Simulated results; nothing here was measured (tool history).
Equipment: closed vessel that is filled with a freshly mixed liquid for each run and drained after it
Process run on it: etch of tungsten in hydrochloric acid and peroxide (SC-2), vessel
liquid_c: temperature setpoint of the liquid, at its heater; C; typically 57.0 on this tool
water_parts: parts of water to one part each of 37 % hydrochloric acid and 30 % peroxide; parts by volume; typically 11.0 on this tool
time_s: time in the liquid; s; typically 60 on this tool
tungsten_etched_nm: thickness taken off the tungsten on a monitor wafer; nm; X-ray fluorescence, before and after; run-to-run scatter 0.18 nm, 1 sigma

run	hour	liquid_c	water_parts	time_s	wafers since the last listed run	hours since the thermometer was replaced	hours since the chemicals flow meter was replaced	hours since the drum of peroxide was connected	hours since the gauge calibration	read-back film thickness of the tungsten reference wafer, read on the same gauge (nm)	tungsten_etched_nm
1	0.0	62.0	11.0	60	0	1368.2	988.5	801.2	523.9	99.99	33.20
2	16.0	62.0	11.0	60	1575	1384.2	1004.5	817.2	539.9	100.01	33.12
3	32.9	62.0	11.0	60	1663	1401.1	1021.4	834.1	556.8	100.00	33.10
4	48.5	61.5	11.0	60	1535	1416.7	1037.0	849.7	572.4	100.00	32.50
5	60.5	61.5	11.0	60	1181	1428.7	1049.0	861.7	584.4	100.02	31.90
6	77.1	57.0	11.0	60	1634	1445.3	1065.6	878.3	601.0	100.02	23.94
7	84.5	57.0	11.0	60	728	1452.7	1073.0	885.7	608.4	100.02	23.97
8	100.1	63.0	7.5	75	1535	1468.3	1088.6	901.3	624.0	100.01	60.87
9	113.7	57.0	8.5	85	1339	1481.9	1102.2	914.9	637.6	100.00	42.30
10	130.2	57.0	11.0	70	1624	1498.4	1118.7	931.4	654.1	100.00	27.79
11	142.1	57.0	8.0	60	1171	1510.3	1130.6	943.3	666.0	100.00	31.11
12	148.7	57.0	7.5	60	649	1516.9	1137.2	949.9	672.6	100.00	32.64
13	183.2	57.0	11.0	60	3396	1551.4	1171.7	984.4	707.1	99.98	23.82
14	198.1	57.0	11.0	60	1467	1566.3	1186.6	999.3	722.0	99.99	23.72
15	213.0	51.5	11.0	60	1467	1581.2	1201.5	1014.2	736.9	100.02	16.31
16	223.1	57.0	7.0	60	994	1591.3	1211.6	1024.3	747.0	100.01	34.57
# hour 224.7: gauge calibrated
17	234.0	50.0	14.5	85	1073	1602.2	1222.5	1035.2	9.3	100.01	16.39
# hour 246.2: thermometer replaced
18	246.9	61.5	11.0	30	1171	0.7	1235.4	1048.1	22.2	100.01	17.16
# hour 260.5: chemicals flow meter replaced
19	264.2	57.0	11.0	60	1604	18.0	3.7	1065.4	39.5	99.97	25.91
20	279.3	57.0	6.0	60	1486	33.1	18.8	1080.5	54.6	100.01	42.49
# hour 280.9: new drum of peroxide connected
21	292.3	48.5	11.0	60	1181	46.1	31.8	11.4	67.6	100.02	15.86
22	316.2	57.0	11.0	60	2353	70.0	55.7	35.3	91.5	99.99	27.74
23	325.3	52.0	6.0	60	895	79.1	64.8	44.4	100.6	99.99	32.48
24	342.4	52.5	13.0	75	1683	96.2	81.9	61.5	117.7	100.01	22.21
25	354.5	60.0	5.5	75	1191	108.3	94.0	73.6	129.8	99.97	71.89
26	398.0	62.5	13.0	60	4283	151.8	137.5	117.1	173.3	99.99	33.63
27	407.5	57.0	16.5	60	935	161.3	147.0	126.6	182.8	100.01	19.26
28	418.7	57.0	11.0	60	1102	172.5	158.2	137.8	194.0	99.99	27.64
29	428.5	61.0	14.0	90	964	182.3	168.0	147.6	203.8	99.99	43.12
30	441.7	57.0	8.5	45	1299	195.5	181.2	160.8	217.0	100.02	25.25

Selected run-to-run steps in tungsten_etched_nm, each split into two signed amounts: the part the tool would show with no hidden state at all (from settings, incoming material and random variation), and the remainder, which goes to the hidden state together with any gauge scatter not common to the measured and the hidden-state-free results:
Hidden conditions of the tool in this case: liquid colder than its thermometer reads (K); chemicals flow above the setpoint (%); peroxide weaker than its label (%); gauge reads high (%).
Run 7 -> 8: liquid_c 57.0 -> 63.0, water_parts 11.0 -> 7.5, time_s 60 -> 75. tungsten_etched_nm +36.90 nm: hidden state -6.10, all else +43.00.
Run 15 -> 16: liquid_c 51.5 -> 57.0, water_parts 11.0 -> 7.0. tungsten_etched_nm +18.26 nm: hidden state -3.40, all else +21.66.
Run 20 -> 21: liquid_c 57.0 -> 48.5, water_parts 6.0 -> 11.0, new drum of peroxide connected. tungsten_etched_nm -26.63 nm: hidden state +3.36, all else -29.99.
Run 24 -> 25: liquid_c 52.5 -> 60.0, water_parts 13.0 -> 5.5. tungsten_etched_nm +49.68 nm: hidden state -1.12, all else +50.80.
Run 25 -> 26: liquid_c 60.0 -> 62.5, water_parts 5.5 -> 13.0, time_s 75 -> 60. tungsten_etched_nm -38.26 nm: hidden state +0.66, all else -38.92.
